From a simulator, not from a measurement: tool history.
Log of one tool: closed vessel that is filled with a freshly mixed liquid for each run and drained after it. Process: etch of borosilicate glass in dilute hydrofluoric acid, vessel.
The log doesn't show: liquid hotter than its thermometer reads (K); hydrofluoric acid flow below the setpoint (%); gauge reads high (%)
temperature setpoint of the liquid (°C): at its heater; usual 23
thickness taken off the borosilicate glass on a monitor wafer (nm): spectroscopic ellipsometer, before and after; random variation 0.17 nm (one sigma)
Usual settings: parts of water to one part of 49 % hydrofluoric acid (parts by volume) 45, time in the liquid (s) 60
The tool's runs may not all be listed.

| run | hour | temperature setpoint of the liquid (°C) | parts of water to one part of 49 % hydrofluoric acid (parts by volume) | time in the liquid (s) | wafers since the last listed run | hours since the thermometer was replaced | hours since the hydrofluoric acid flow meter was replaced | hours since the gauge calibration | read-back film thickness of the borosilicate glass reference wafer, read on the same gauge (nm) | thickness taken off the borosilicate glass on a monitor wafer (nm) |
|---|---|---|---|---|---|---|---|---|---|---|
| 1 | 0 | 23 | 45 | 60 | 0 | 1339.5 | 1413.8 | 78.9 | 140 | 74.57 |
| 2 | 9.1 | 23 | 45 | 60 | 769 | 1348.6 | 1422.9 | 88 | 139.98 | 74.43 |
|  | 11.5 | gauge calibrated |
| 3 | 22.8 | 23 | 45 | 60 | 1157 | 1362.3 | 1436.6 | 11.3 | 139.99 | 74.31 |
| 4 | 34.5 | 23 | 45 | 60 | 988 | 1374 | 1448.3 | 23 | 140.01 | 74.58 |
| 5 | 43.1 | 23 | 45 | 60 | 726 | 1382.6 | 1456.9 | 31.6 | 139.96 | 74.81 |
| 6 | 56.5 | 23 | 45 | 60 | 1132 | 1396 | 1470.3 | 45 | 139.98 | 75.1 |
|  | 67.3 | thermometer replaced |
|  | 70.9 | hydrofluoric acid flow meter replaced |
| 7 | 74.1 | 23 | 45 | 60 | 1318 | 6.8 | 3.2 | 62.6 | 139.98 | 66.77 |
| 8 | 80.1 | 20.5 | 30 | 90 | 507 | 12.8 | 9.2 | 68.6 | 139.97 | 138.45 |
| 9 | 86.9 | 23 | 45 | 60 | 574 | 19.6 | 16 | 75.4 | 139.99 | 67.26 |
| 10 | 99 | 27.5 | 45 | 60 | 1022 | 31.7 | 28.1 | 87.5 | 140 | 80.41 |
| 11 | 110 | 27 | 35 | 80 | 929 | 42.7 | 39.1 | 98.5 | 140 | 137.95 |
|  | 116.2 | gauge calibrated |
| 12 | 126.8 | 23 | 45 | 60 | 1419 | 59.5 | 55.9 | 10.6 | 140.01 | 67.22 |
| 13 | 142.3 | 21 | 50 | 85 | 1309 | 75 | 71.4 | 26.1 | 140.02 | 78.36 |
| 14 | 157 | 18 | 65 | 75 | 1242 | 89.7 | 86.1 | 40.8 | 140 | 46.08 |
| 15 | 163.2 | 20.5 | 35 | 85 | 523 | 95.9 | 92.3 | 47 | 139.99 | 112.11 |

3 ways to go on from here, each from the tool as it stands after run 15. What would each give?
| A | 163.9 | 23 | 45 | 60 | 59 | 96.6 | 93 | 47.7 | ? | ? |
| B | 163.9 | 26.5 | 45 | 30 | 59 | 96.6 | 93 | 47.7 | ? | ? |
| C | 163.9 | 23 | 45 | 75 | 59 | 96.6 | 93 | 47.7 | ? | ? |

| run | read-back film thickness of the borosilicate glass reference wafer, read on the same gauge (nm) | thickness taken off the borosilicate glass on a monitor wafer (nm) |
|---|---|---|
| A | 139.99 | 67.51 |
| B | 139.99 | 38.96 |
| C | 139.99 | 84.38 |
Without the tool's hidden state the same runs would have given:
| run | thickness taken off the borosilicate glass on a monitor wafer (nm) |
|---|---|
| A | 66.92 |
| B | 38.63 |
| C | 83.65 |

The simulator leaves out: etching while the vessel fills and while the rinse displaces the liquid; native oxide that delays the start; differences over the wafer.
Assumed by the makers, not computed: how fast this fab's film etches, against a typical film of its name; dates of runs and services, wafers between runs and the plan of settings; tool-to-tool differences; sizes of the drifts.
